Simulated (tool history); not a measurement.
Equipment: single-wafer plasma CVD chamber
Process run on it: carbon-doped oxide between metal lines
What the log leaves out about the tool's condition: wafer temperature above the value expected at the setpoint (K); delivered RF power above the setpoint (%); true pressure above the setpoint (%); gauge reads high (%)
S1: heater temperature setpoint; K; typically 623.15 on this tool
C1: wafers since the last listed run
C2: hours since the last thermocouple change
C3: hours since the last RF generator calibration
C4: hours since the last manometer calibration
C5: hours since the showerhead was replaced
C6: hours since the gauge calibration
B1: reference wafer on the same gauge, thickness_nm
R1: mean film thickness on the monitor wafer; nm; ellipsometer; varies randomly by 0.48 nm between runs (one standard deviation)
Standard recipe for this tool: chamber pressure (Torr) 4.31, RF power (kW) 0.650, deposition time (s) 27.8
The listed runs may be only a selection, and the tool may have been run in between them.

run 1 hour=0.0 | S1=623.15 chamber_pressure_(Torr)=4.64 RF_power_(kW)=0.560 deposition_time_(s)=27.8 | C1=0 C2=1084.0 C3=1737.6 C4=1.5 C5=6022.1 C6=258.2 | B1=169.200 | R1=135.161
run 2 hour=10.8 | S1=623.15 chamber_pressure_(Torr)=3.46 RF_power_(kW)=0.650 deposition_time_(s)=27.8 | C1=252 C2=1094.8 C3=1748.4 C4=12.3 C5=6032.9 C6=269.0 | B1=169.078 | R1=146.635
run 3 hour=17.9 | S1=623.15 chamber_pressure_(Torr)=4.31 RF_power_(kW)=0.705 deposition_time_(s)=27.8 | C1=165 C2=1101.9 C3=1755.5 C4=19.4 C5=6040.0 C6=276.1 | B1=168.799 | R1=160.266
run 4 hour=27.5 | S1=623.15 chamber_pressure_(Torr)=4.31 RF_power_(kW)=0.705 deposition_time_(s)=27.8 | C1=224 C2=1111.5 C3=1765.1 C4=29.0 C5=6049.6 C6=285.7 | B1=168.841 | R1=159.415
run 5 hour=34.9 | S1=623.15 chamber_pressure_(Torr)=4.31 RF_power_(kW)=0.705 deposition_time_(s)=27.8 | C1=172 C2=1118.9 C3=1772.5 C4=36.4 C5=6057.0 C6=293.1 | B1=169.044 | R1=159.928
run 6 hour=43.4 | S1=623.15 chamber_pressure_(Torr)=4.31 RF_power_(kW)=0.650 deposition_time_(s)=24.1 | C1=198 C2=1127.4 C3=1781.0 C4=44.9 C5=6065.5 C6=301.6 | B1=168.794 | R1=130.274
-- hour=51.9 gauge calibrated
run 7 hour=59.8 | S1=632.15 chamber_pressure_(Torr)=4.31 RF_power_(kW)=0.650 deposition_time_(s)=27.8 | C1=382 C2=1143.8 C3=1797.4 C4=61.3 C5=6081.9 C6=7.9 | B1=168.960 | R1=146.611
-- hour=82.0 RF generator calibrated
run 8 hour=94.4 | S1=623.15 chamber_pressure_(Torr)=4.31 RF_power_(kW)=0.750 deposition_time_(s)=27.8 | C1=620 C2=1178.4 C3=12.4 C4=95.9 C5=6116.5 C6=42.5 | B1=169.038 | R1=178.999
run 9 hour=106.6 | S1=623.15 chamber_pressure_(Torr)=3.46 RF_power_(kW)=0.650 deposition_time_(s)=27.8 | C1=284 C2=1190.6 C3=24.6 C4=108.1 C5=6128.7 C6=54.7 | B1=169.228 | R1=156.680
-- hour=124.8 showerhead replaced
run 10 hour=125.3 | S1=623.15 chamber_pressure_(Torr)=4.31 RF_power_(kW)=0.650 deposition_time_(s)=27.8 | C1=249 C2=1209.3 C3=43.3 C4=126.8 C5=0.5 C6=73.4 | B1=169.349 | R1=160.577
run 11 hour=132.4 | S1=618.15 chamber_pressure_(Torr)=3.44 RF_power_(kW)=0.570 deposition_time_(s)=27.8 | C1=165 C2=1216.4 C3=50.4 C4=133.9 C5=7.6 C6=80.5 | B1=169.024 | R1=143.383
run 12 hour=146.9 | S1=637.15 chamber_pressure_(Torr)=4.93 RF_power_(kW)=0.690 deposition_time_(s)=30.3 | C1=338 C2=1230.9 C3=64.9 C4=148.4 C5=22.1 C6=95.0 | B1=168.777 | R1=181.295
run 13 hour=163.0 | S1=623.15 chamber_pressure_(Torr)=4.31 RF_power_(kW)=0.650 deposition_time_(s)=30.3 | C1=375 C2=1247.0 C3=81.0 C4=164.5 C5=38.2 C6=111.1 | B1=168.651 | R1=175.260
run 14 hour=178.1 | S1=637.15 chamber_pressure_(Torr)=4.93 RF_power_(kW)=0.690 deposition_time_(s)=30.3 | C1=352 C2=1262.1 C3=96.1 C4=179.6 C5=53.3 C6=126.2 | B1=168.872 | R1=180.932
run 15 hour=187.5 | S1=623.15 chamber_pressure_(Torr)=4.31 RF_power_(kW)=0.650 deposition_time_(s)=27.8 | C1=219 C2=1271.5 C3=105.5 C4=189.0 C5=62.7 C6=135.6 | B1=168.928 | R1=161.659
-- hour=203.2 thermocouple changed; heater temperature recalibrated
run 16 hour=204.3 | S1=630.15 chamber_pressure_(Torr)=3.61 RF_power_(kW)=0.770 deposition_time_(s)=27.8 | C1=205 C2=1.1 C3=122.3 C4=205.8 C5=79.5 C6=152.4 | B1=168.845 | R1=174.867
run 17 hour=217.2 | S1=623.15 chamber_pressure_(Torr)=4.31 RF_power_(kW)=0.650 deposition_time_(s)=27.8 | C1=301 C2=14.0 C3=135.2 C4=218.7 C5=92.4 C6=165.3 | B1=169.007 | R1=161.501
run 18 hour=257.9 | S1=627.15 chamber_pressure_(Torr)=5.20 RF_power_(kW)=0.650 deposition_time_(s)=27.8 | C1=950 C2=54.7 C3=175.9 C4=259.4 C5=133.1 C6=206.0 | B1=169.008 | R1=163.918
run 19 hour=265.4 | S1=630.15 chamber_pressure_(Torr)=3.61 RF_power_(kW)=0.770 deposition_time_(s)=27.8 | C1=175 C2=62.2 C3=183.4 C4=266.9 C5=140.6 C6=213.5 | B1=168.858 | R1=175.350
run 20 hour=276.4 | S1=623.15 chamber_pressure_(Torr)=3.81 RF_power_(kW)=0.650 deposition_time_(s)=27.8 | C1=256 C2=73.2 C3=194.4 C4=277.9 C5=151.6 C6=224.5 | B1=169.274 | R1=158.593
run 21 hour=282.7 | S1=615.15 chamber_pressure_(Torr)=3.94 RF_power_(kW)=0.650 deposition_time_(s)=27.8 | C1=147 C2=79.5 C3=200.7 C4=284.2 C5=157.9 C6=230.8 | B1=168.949 | R1=163.470
run 22 hour=290.3 | S1=623.15 chamber_pressure_(Torr)=5.33 RF_power_(kW)=0.650 deposition_time_(s)=22.3 | C1=177 C2=87.1 C3=208.3 C4=291.8 C5=165.5 C6=238.4 | B1=168.934 | R1=134.802
run 23 hour=305.1 | S1=623.15 chamber_pressure_(Torr)=4.88 RF_power_(kW)=0.650 deposition_time_(s)=27.8 | C1=345 C2=101.9 C3=223.1 C4=306.6 C5=180.3 C6=253.2 | B1=168.969 | R1=164.760
run 24 hour=315.1 | S1=610.15 chamber_pressure_(Torr)=4.31 RF_power_(kW)=0.650 deposition_time_(s)=27.8 | C1=233 C2=111.9 C3=233.1 C4=316.6 C5=190.3 C6=263.2 | B1=169.097 | R1=168.684
run 25 hour=322.7 | S1=609.15 chamber_pressure_(Torr)=4.69 RF_power_(kW)=0.650 deposition_time_(s)=27.8 | C1=177 C2=119.5 C3=240.7 C4=324.2 C5=197.9 C6=270.8 | B1=168.820 | R1=170.532
run 26 hour=332.0 | S1=631.15 chamber_pressure_(Torr)=5.18 RF_power_(kW)=0.720 deposition_time_(s)=23.6 | C1=217 C2=128.8 C3=250.0 C4=333.5 C5=207.2 C6=280.1 | B1=169.095 | R1=148.881
run 27 hour=344.5 | S1=623.15 chamber_pressure_(Torr)=4.31 RF_power_(kW)=0.650 deposition_time_(s)=27.8 | C1=291 C2=141.3 C3=262.5 C4=346.0 C5=219.7 C6=292.6 | B1=168.752 | R1=161.063
run 28 hour=358.9 | S1=623.15 chamber_pressure_(Torr)=4.31 RF_power_(kW)=0.650 deposition_time_(s)=27.8 | C1=336 C2=155.7 C3=276.9 C4=360.4 C5=234.1 C6=307.0 | B1=169.108 | R1=162.060

Alternative continuations, all from the tool just after run 28; predict every row:
run A hour=359.3 | S1=623.15 chamber_pressure_(Torr)=4.31 RF_power_(kW)=0.650 deposition_time_(s)=27.8 | C1=9 C2=156.1 C3=277.3 C4=360.8 C5=234.5 C6=307.4 | B1=? | R1=?
run B hour=359.3 | S1=623.15 chamber_pressure_(Torr)=4.31 RF_power_(kW)=0.650 deposition_time_(s)=31.4 | C1=9 C2=156.1 C3=277.3 C4=360.8 C5=234.5 C6=307.4 | B1=? | R1=?
run C hour=359.3 | S1=613.15 chamber_pressure_(Torr)=4.71 RF_power_(kW)=0.730 deposition_time_(s)=23.1 | C1=9 C2=156.1 C3=277.3 C4=360.8 C5=234.5 C6=307.4 | B1=? | R1=?
run D hour=359.3 | S1=633.15 chamber_pressure_(Torr)=5.03 RF_power_(kW)=0.580 deposition_time_(s)=31.1 | C1=9 C2=156.1 C3=277.3 C4=360.8 C5=234.5 C6=307.4 | B1=? | R1=?

run=A B1=169.103 R1=161.407
run=B B1=169.103 R1=181.979
run=C B1=169.103 R1=152.859
run=D B1=169.103 R1=164.811
The same runs, with their run-to-run variation unchanged, on a tool lacking any hidden condition would have given:
run=A R1=162.127
run=B R1=182.791
run=C R1=153.527
run=D R1=165.547

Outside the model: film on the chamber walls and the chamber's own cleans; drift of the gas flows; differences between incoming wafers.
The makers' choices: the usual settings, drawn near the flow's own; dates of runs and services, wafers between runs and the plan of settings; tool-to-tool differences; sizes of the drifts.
